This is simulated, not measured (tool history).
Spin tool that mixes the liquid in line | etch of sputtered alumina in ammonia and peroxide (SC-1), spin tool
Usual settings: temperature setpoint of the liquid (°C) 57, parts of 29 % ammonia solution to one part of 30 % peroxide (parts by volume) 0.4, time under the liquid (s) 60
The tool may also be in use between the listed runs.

run     day  temperature setpoint of the liquid (°C)  parts of 29 % ammonia solution to one part of 30 % peroxide (parts by volume)  time under the liquid (s)  wafers since the last listed run  hours since the thermometer was replaced  hours since the ammonia flow meter was replaced  hours since the heated supply line was repaired  hours since the drum of ammonia solution was connected  hours since the gauge calibration  read-back film thickness of the sputtered alumina reference wafer, read on the same gauge (nm)  thickness taken off the sputtered alumina on a monitor wafer (nm)
  1       0                                       57                                                                            0.4                         60                                 0                                     441.4                                           1690.7                                             44.2                                                   356.6                             1167.9                                                                                         139.984                                                              4.522
  2   1.821                                       57                                                                            0.4                         60                               429                                     485.1                                           1734.4                                             87.9                                                   400.3                             1211.6                                                                                         140.011                                                              4.539
  3   4.138                                     63.5                                                                            0.6                         80                               546                                     540.7                                             1790                                            143.5                                                   455.9                             1267.2                                                                                         140.031                                                               8.76
  4   6.012                                     48.5                                                                            0.2                         80                               442                                     585.7                                             1835                                            188.5                                                   500.9                             1312.2                                                                                         140.011                                                               3.59
        8.1  -- new drum of ammonia solution connected
  5   8.892                                       57                                                                            0.2                         90                               669                                     654.8                                           1904.1                                            257.6                                                      19                             1381.3                                                                                         140.011                                                              6.348
  6  10.567                                       57                                                                            0.4                         60                               395                                       695                                           1944.3                                            297.8                                                    59.2                             1421.5                                                                                         139.969                                                              4.524
     10.867  -- ammonia flow meter replaced
  7  11.829                                       61                                                                           0.55                         30                               288                                     725.3                                             23.1                                            328.1                                                    89.5                             1451.8                                                                                         139.994                                                              2.868
  8  14.167                                     52.5                                                                            0.4                         60                               551                                     781.4                                             79.2                                            384.2                                                   145.6                             1507.9                                                                                         139.996                                                              3.535
     15.454  -- gauge calibrated
  9  16.983                                       50                                                                            0.2                         60                               664                                       849                                            146.8                                            451.8                                                   213.2                               36.7                                                                                          139.99                                                              2.888
 10  18.325                                     53.5                                                                            0.5                         90                               316                                     881.2                                              179                                              484                                                   245.4                               68.9                                                                                         139.969                                                              5.667
 11  21.158                                     54.5                                                                            0.4                         80                               668                                     949.2                                              247                                              552                                                   313.4                              136.9                                                                                         140.018                                                              5.224
 12  25.154                                       53                                                                            0.6                         85                               942                                    1045.1                                            342.9                                            647.9                                                   409.3                              232.8                                                                                         139.967                                                              5.373
 13  27.804                                     61.5                                                                           0.25                         60                               625                                    1108.7                                            406.5                                            711.5                                                   472.9                              296.4                                                                                         139.992                                                              5.355
 14   29.45                                     63.5                                                                           0.45                         80                               388                                    1148.2                                              446                                              751                                                   512.4                              335.9                                                                                         139.994                                                              8.377
     32.325  -- new drum of ammonia solution connected
 15  37.092                                       57                                                                            0.4                         60                              1793                                    1331.6                                            629.4                                            934.4                                                   114.4                              519.3                                                                                         140.012                                                              4.395
 16  38.896                                     48.5                                                                           0.25                         35                               425                                    1374.9                                            672.7                                            977.7                                                   157.7                              562.6                                                                                         139.992                                                              1.547
 17   40.05                                       57                                                                            0.4                         60                               272                                    1402.6                                            700.4                                           1005.4                                                   185.4                              590.3                                                                                         140.009                                                              4.462
 18  42.538                                       57                                                                            0.5                         80                               586                                    1462.3                                            760.1                                           1065.1                                                   245.1                                650                                                                                         140.029                                                              6.006
 19  45.354                                     59.5                                                                           0.35                         35                               664                                    1529.9                                            827.7                                           1132.7                                                   312.7                              717.6                                                                                         139.998                                                              2.898
 20  47.183                                       57                                                                           0.55                         60                               431                                    1573.8                                            871.6                                           1176.6                                                   356.6                              761.5                                                                                         140.001                                                              4.527
 21  49.775                                       50                                                                            0.2                         70                               611                                      1636                                            933.8                                           1238.8                                                   418.8                              823.7                                                                                         139.988                                                              3.299
 22  51.238                                       53                                                                           0.55                         30                               345                                    1671.1                                            968.9                                           1273.9                                                   453.9                              858.8                                                                                         139.991                                                               1.85
 23  53.788                                     53.5                                                                            0.4                         60                               601                                    1732.3                                           1030.1                                           1335.1                                                   515.1                                920                                                                                         140.002                                                              3.668
 24  56.146                                       57                                                                            0.4                         60                               556                                    1788.9                                           1086.7                                           1391.7                                                   571.7                              976.6                                                                                         139.988                                                              4.366
     58.358  -- new drum of ammonia solution connected
 25  58.783                                       57                                                                            0.6                         60                               612                                    1852.2                                             1150                                             1455                                                    10.2                             1039.9                                                                                         139.992                                                               4.55

Forecast each of these 3 alternatives for the next run:
  A  58.8                                       57                                                                            0.4                         60                                 3                                    1852.6                                           1150.4                                           1455.4                                                    10.6                             1040.3                                                                                               ?                                                                  ?
  B  58.8                                     59.5                                                                            0.3                         30                                 3                                    1852.6                                           1150.4                                           1455.4                                                    10.6                             1040.3                                                                                               ?                                                                  ?
  C  58.8                                     54.5                                                                           0.25                         35                                 3                                    1852.6                                           1150.4                                           1455.4                                                    10.6                             1040.3                                                                                               ?                                                                  ?

run  read-back film thickness of the sputtered alumina reference wafer, read on the same gauge (nm)  thickness taken off the sputtered alumina on a monitor wafer (nm)
  A                                                                                         140.025                                                              4.401
  B                                                                                         140.025                                                              2.441
  C                                                                                         140.025                                                              2.149
Without the tool's hidden state the same runs would have given:
run  thickness taken off the sputtered alumina on a monitor wafer (nm)
  A                                                              4.637
  B                                                              2.569
  C                                                              2.266
